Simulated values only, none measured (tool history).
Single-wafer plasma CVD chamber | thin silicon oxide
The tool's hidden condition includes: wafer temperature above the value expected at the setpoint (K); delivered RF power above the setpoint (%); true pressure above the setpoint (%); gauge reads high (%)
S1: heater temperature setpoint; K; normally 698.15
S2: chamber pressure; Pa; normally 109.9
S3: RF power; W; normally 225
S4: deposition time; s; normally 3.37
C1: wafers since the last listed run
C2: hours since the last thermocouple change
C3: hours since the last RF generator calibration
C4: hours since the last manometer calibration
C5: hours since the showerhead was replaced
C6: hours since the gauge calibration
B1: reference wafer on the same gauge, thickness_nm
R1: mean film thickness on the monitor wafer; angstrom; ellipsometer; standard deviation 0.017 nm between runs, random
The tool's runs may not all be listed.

run   hour      S1     S2   S3    S4    C1      C2      C3      C4      C5     C6     B1     R1
  1      0  698.15  109.9  225  3.37     0  1206.1  1194.8  2202.3  3199.9  363.2  5.605  48.87
  2   13.9  698.15  109.9  225  3.37   333    1220  1208.7  2216.2  3213.8  377.1  5.615  48.98
  3   27.5  698.15  109.9  225  3.37   326  1233.6  1222.3  2229.8  3227.4  390.7  5.613  49.05
  4   40.6  698.15  109.9  225  3.37   314  1246.7  1235.4  2242.9  3240.5  403.8  5.607  49.06
  5   57.6  698.15  109.9  225  3.37   407  1263.7  1252.4  2259.9  3257.5  420.8  5.616  49.18
  6   74.6  698.15  109.9  225  3.37   407  1280.7  1269.4  2276.9  3274.5  437.8  5.605  49.17
  7   83.5  707.15  109.9  225  3.37   213  1289.6  1278.3  2285.8  3283.4  446.7  5.609  48.73
  8   92.3  698.15  109.9  225  3.37   211  1298.4  1287.1  2294.6  3292.2  455.5  5.613  49.14
  9  106.9  698.15  109.9  225  3.37   350    1313  1301.7  2309.2  3306.8  470.1  5.608  49.24
     111.3  -- gauge calibrated
     126.1  -- capacitance manometer re-zeroed and calibrated
 10  126.6  698.15  109.9  190  3.37   280  1332.7  1321.4     0.5  3326.5   15.3  5.618  44.28
 11  137.6  698.15  109.9  190  3.37   263  1343.7  1332.4    11.5  3337.5   26.3  5.602  44.56
 12  144.6  698.15  109.9  190  3.37   167  1350.7  1339.4    18.5  3344.5   33.3  5.613  44.63
 13  153.4  698.15  109.9  225  3.37   211  1359.5  1348.2    27.3  3353.3   42.1  5.617  49.13
 14  164.8  702.15  109.9  225  3.37   273  1370.9  1359.6    38.7  3364.7   53.5  5.618  48.95
     205.9  -- showerhead replaced
 15  218.4  711.15  109.9  225  2.95  1094  1424.5  1413.2    92.3    12.5  107.1  5.609  42.31
 16  230.2  698.15  109.9  225  3.37   283  1436.3    1425   104.1    24.3  118.9  5.613  48.82
 17  236.3  698.15  109.9  225  3.06   146  1442.4  1431.1   110.2    30.4    125  5.612  44.62
     256.1  -- thermocouple changed; heater temperature recalibrated
 18  256.6  684.15   98.5  225  3.37   295     0.5  1451.4   130.5    50.7  145.3  5.616   44.1
 19  260.4  694.15  136.3  225  3.37    91     4.3  1455.2   134.3    54.5  149.1  5.619  58.58
     274.7  -- RF generator calibrated
 20  275.2  698.15  109.9  225  2.75   163    19.1     0.5   149.1    69.3  163.9   5.61  41.83
 21  282.1  698.15  124.1  265  3.37   165      26     7.4     156    76.2  170.8  5.612   62.2
 22  291.6  698.15  109.9  225  3.37   227    35.5    16.9   165.5    85.7  180.3  5.602  51.09
 23  299.4  698.15  109.9  205  3.37   187    43.3    24.7   173.3    93.5  188.1  5.608  48.18
 24  315.4  702.15  109.9  195  3.37   383    59.3    40.7   189.3   109.5  204.1  5.609  46.81
 25  328.8  698.15  109.9  225  3.37   321    72.7    54.1   202.7   122.9  217.5  5.601  50.59
 26  341.7  698.15  124.5  225  3.74   309    85.6      67   215.6   135.8  230.4  5.614  63.34
 27  352.1  684.15   98.5  225  3.37   249      96    77.4     226   146.2  240.8  5.612  45.96
 28  363.1  698.15  109.9  210  3.88   263     107    88.4     237   157.2  251.8  5.608  56.33
 29  378.3  712.15  109.9  225  3.37   364   122.2   103.6   252.2   172.4    267  5.617  50.59
 30  386.2  708.15  124.5  270  3.06   189   130.1   111.5   260.1   180.3  274.9  5.612  56.26

Table of differences, measured result less the result of that run with no hidden state. Run-to-run variation is the same in both. Gauge scatter possibly is not:
run     R1
  1  -1.94
  2  -1.96
  3  -1.99
  4  -2.01
  5  -2.04
  6  -2.06
  7  -2.06
  8  -2.09
  9  -2.12
 10  -2.06
 11   -2.1
 12  -2.11
 13  -2.19
 14  -2.19
 15  -1.97
 16  -2.28
 17  -2.09
 18   -2.1
 19  -2.79
 20  -0.11
 21  -0.17
 22  -0.16
 23  -0.18
 24   -0.2
 25  -0.21
 26  -0.29
 27  -0.22
 28  -0.31
 29  -0.27
 30  -0.29
